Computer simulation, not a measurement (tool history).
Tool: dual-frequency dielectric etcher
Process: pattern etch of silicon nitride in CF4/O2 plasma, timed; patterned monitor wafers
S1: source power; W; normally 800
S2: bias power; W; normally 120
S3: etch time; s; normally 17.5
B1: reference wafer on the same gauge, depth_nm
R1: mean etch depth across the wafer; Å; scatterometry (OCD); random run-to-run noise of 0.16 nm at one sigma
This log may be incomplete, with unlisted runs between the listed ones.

run   hour   S1   S2    S3     B1     R1
  1    0.0  800  120  17.5  51.62  461.8
  2   11.9  800  120  17.5  51.60  465.6
      43.0  -- upper electrode replaced
  3   43.5  800  102  17.5  51.60  429.1
  4   43.8  800  120  17.5  51.56  463.8
  5   44.1  800  120  17.5  51.63  458.7
  6   46.8  800  120  17.5  51.60  461.4
  7   64.8  850  120  17.5  51.62  484.6
  8   79.9  850  120  17.5  51.54  482.9
  9   98.6  800  120  17.5  51.57  457.0
 10  108.2  930   90  15.0  51.54  396.8
 11  118.9  850  120  17.5  51.57  482.2
     124.9  -- source power generator calibrated
 12  125.6  690  120  21.0  51.60  485.4
 13  140.7  750  104  20.5  51.66  480.1
 14  156.8  800  120  17.5  51.66  457.9
 15  171.5  880  104  17.5  51.60  471.5
 16  177.7  800  120  17.5  51.64  456.3
 17  192.0  960  110  22.0  51.59  648.1
     205.9  -- bias power generator calibrated
 18  206.4  800  120  21.5  51.62  561.6
     208.5  -- gauge calibrated
 19  222.5  800  120  17.5  51.71  454.6
     253.3  -- wet clean of the chamber
 20  253.8  950  134  13.0  51.55  421.2
 21  254.1  620  147  19.5  51.65  459.1
 22  262.7  990  120  14.0  51.63  448.0
 23  270.0  800  120  15.5  51.53  414.3
 24  287.6  620  105  19.0  51.59  386.1
 25  302.6  660  105  19.5  51.52  417.5
 26  317.1  800  120  17.5  51.55  468.4
 27  326.5  940  120  15.0  51.57  455.2
 28  342.8  710  120  19.0  51.60  455.1
 29  355.7  660   95  22.0  51.55  449.7
 30  367.3  800  120  19.0  51.52  502.3
 31  382.7  800  108  21.5  51.65  544.6

Below are 3 alternative next runs, each starting from the tool's condition after run 31. Predict each:
  A  383.1  800  120  19.5   ?   ?
  B  383.1  800   91  20.0   ?   ?
  C  383.1  800   95  20.0   ?   ?

run     B1     R1
  A  51.57  519.1
  B  51.57  476.1
  C  51.57  484.4
Without the tool's unlogged condition, the same runs would have read:
run     R1
  A  528.2
  B  484.5
  C  492.9
